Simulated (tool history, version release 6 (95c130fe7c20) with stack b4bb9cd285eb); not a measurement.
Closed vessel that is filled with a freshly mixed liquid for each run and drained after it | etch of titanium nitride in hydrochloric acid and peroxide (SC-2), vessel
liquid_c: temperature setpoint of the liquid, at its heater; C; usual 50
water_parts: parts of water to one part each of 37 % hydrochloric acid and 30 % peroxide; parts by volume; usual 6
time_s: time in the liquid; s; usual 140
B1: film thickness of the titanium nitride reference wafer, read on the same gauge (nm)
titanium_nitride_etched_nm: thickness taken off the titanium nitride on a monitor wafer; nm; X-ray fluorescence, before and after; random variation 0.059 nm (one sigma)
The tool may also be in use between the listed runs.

Run 1, hour 0: usual settings; B1 128.8. Result: titanium_nitride_etched_nm 9.32 nm.
At hour 52.9: chemicals flow meter replaced.
Run 2, hour 57.7: usual settings; B1 128.52. Result: titanium_nitride_etched_nm 9.38 nm.
Run 3, hour 85.6: usual settings but water_parts 7.5 parts by volume; B1 128.3. Result: titanium_nitride_etched_nm 7.88 nm.
Run 4, hour 141.1: usual settings but water_parts 7.5 parts by volume; B1 127.99. Result: titanium_nitride_etched_nm 7.8 nm.
Run 5, hour 187.1: usual settings but water_parts 7.5 parts by volume; B1 127.62. Result: titanium_nitride_etched_nm 7.81 nm.
Run 6, hour 245.5: usual settings but water_parts 5.5 parts by volume; B1 127.23. Result: titanium_nitride_etched_nm 9.82 nm.
Run 7, hour 276.5: usual settings but water_parts 5.5 parts by volume; B1 126.95. Result: titanium_nitride_etched_nm 9.99 nm.
Run 8, hour 337.2: usual settings; B1 126.47. Result: titanium_nitride_etched_nm 9.32 nm.
Run 9, hour 403.6: usual settings; B1 125.92. Result: titanium_nitride_etched_nm 9.1 nm.
Run 10, hour 453.1: usual settings but water_parts 4.5 parts by volume, time_s 195 s; B1 125.44. Result: titanium_nitride_etched_nm 15.66 nm.
Run 11, hour 519.1: usual settings; B1 124.8. Result: titanium_nitride_etched_nm 9.12 nm.
At hour 575.2: gauge calibrated.
Run 12, hour 577.1: usual settings; B1 130.74. Result: titanium_nitride_etched_nm 9.51 nm.
At hour 630.7: new drum of peroxide connected.
At hour 637.5: thermometer replaced.
At hour 675.2: chemicals flow meter replaced.
Run 13, hour 693.1: usual settings but water_parts 4 parts by volume, time_s 100 s; B1 130.66. Result: titanium_nitride_etched_nm 9.07 nm.
Run 14, hour 760: usual settings but time_s 170 s; B1 130.61. Result: titanium_nitride_etched_nm 11.44 nm.
Run 15, hour 829.8: usual settings but time_s 80 s; B1 130.46. Result: titanium_nitride_etched_nm 5.38 nm.
Run 16, hour 882.3: usual settings; B1 130.36. Result: titanium_nitride_etched_nm 9.51 nm.
Run 17, hour 953.4: usual settings but liquid_c 53 C, water_parts 5 parts by volume, time_s 220 s; B1 130.04. Result: titanium_nitride_etched_nm 20.87 nm.
Run 18, hour 1009.7: usual settings but liquid_c 44 C, water_parts 4.5 parts by volume, time_s 215 s; B1 129.83. Result: titanium_nitride_etched_nm 11.86 nm.
Run 19, hour 1040.1: usual settings but liquid_c 46.5 C, water_parts 8.5 parts by volume; B1 129.72. Result: titanium_nitride_etched_nm 5.63 nm.

Some steps in titanium_nitride_etched_nm between neighbouring runs. How much of each would the tool show without its hidden state too (settings, what came in, random variation), and how much is left for the hidden state, with any gauge scatter that isn't in both results?
The hidden state here: liquid hotter than its thermometer reads (K); chemicals flow above the setpoint (%); peroxide weaker than its label (%); gauge reads high (%).
Run 11 -> 12: gauge calibrated. titanium_nitride_etched_nm +0.39 nm: hidden state +0.44, all else -0.05.
Run 16 -> 17: liquid_c 50 -> 53, water_parts 6 -> 5, time_s 140 -> 220. titanium_nitride_etched_nm +11.36 nm: hidden state -0.01, all else +11.37.
